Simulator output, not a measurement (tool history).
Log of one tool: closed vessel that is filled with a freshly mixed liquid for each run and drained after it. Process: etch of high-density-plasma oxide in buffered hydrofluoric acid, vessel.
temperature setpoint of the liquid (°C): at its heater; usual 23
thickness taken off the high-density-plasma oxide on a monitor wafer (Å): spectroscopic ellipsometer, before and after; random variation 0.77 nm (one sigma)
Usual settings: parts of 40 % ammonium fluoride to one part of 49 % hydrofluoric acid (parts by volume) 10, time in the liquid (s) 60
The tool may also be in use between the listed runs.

run	hour	temperature setpoint of the liquid (°C)	parts of 40 % ammonium fluoride to one part of 49 % hydrofluoric acid (parts by volume)	time in the liquid (s)	read-back film thickness of the high-density-plasma oxide reference wafer, read on the same gauge (nm)	thickness taken off the high-density-plasma oxide on a monitor wafer (Å)
1	0	23	10	60	70	818.2
2	34.7	23	10	60	69.96	816
3	48.6	26.5	10	60	70.05	990.6
4	73.5	26.5	10	60	70.02	987.4
5	87.3	26.5	10	60	69.97	991.5
6	100.4	23	8	50	69.95	834
7	123.3	23	8	50	69.94	823.2
8	194.8	23	8	50	70	836.4
9	213.3	23	10	60	70	819.2
# hour 222: gauge calibrated
10	238.9	23	10	60	69.98	830.7
# hour 268.9: hydrofluoric acid flow meter replaced
11	272.2	23	8	50	69.99	826.6
12	288.2	23	10	60	69.99	819.6
13	301.7	23	10	60	70.03	816.6
14	317.8	23	12.5	50	70	553.5
# hour 338.9: thermometer replaced
15	339.4	26.5	8.5	75	70.03	1404.5

The next listed run, before its measurement:
16	362.6	23	10	50	?	?

Run 16 gave read-back film thickness of the high-density-plasma oxide reference wafer, read on the same gauge (nm) 69.99, thickness taken off the high-density-plasma oxide on a monitor wafer (Å) 684.1.
Without the tool's hidden state the same run would have given thickness taken off the high-density-plasma oxide on a monitor wafer (Å) 684.1.

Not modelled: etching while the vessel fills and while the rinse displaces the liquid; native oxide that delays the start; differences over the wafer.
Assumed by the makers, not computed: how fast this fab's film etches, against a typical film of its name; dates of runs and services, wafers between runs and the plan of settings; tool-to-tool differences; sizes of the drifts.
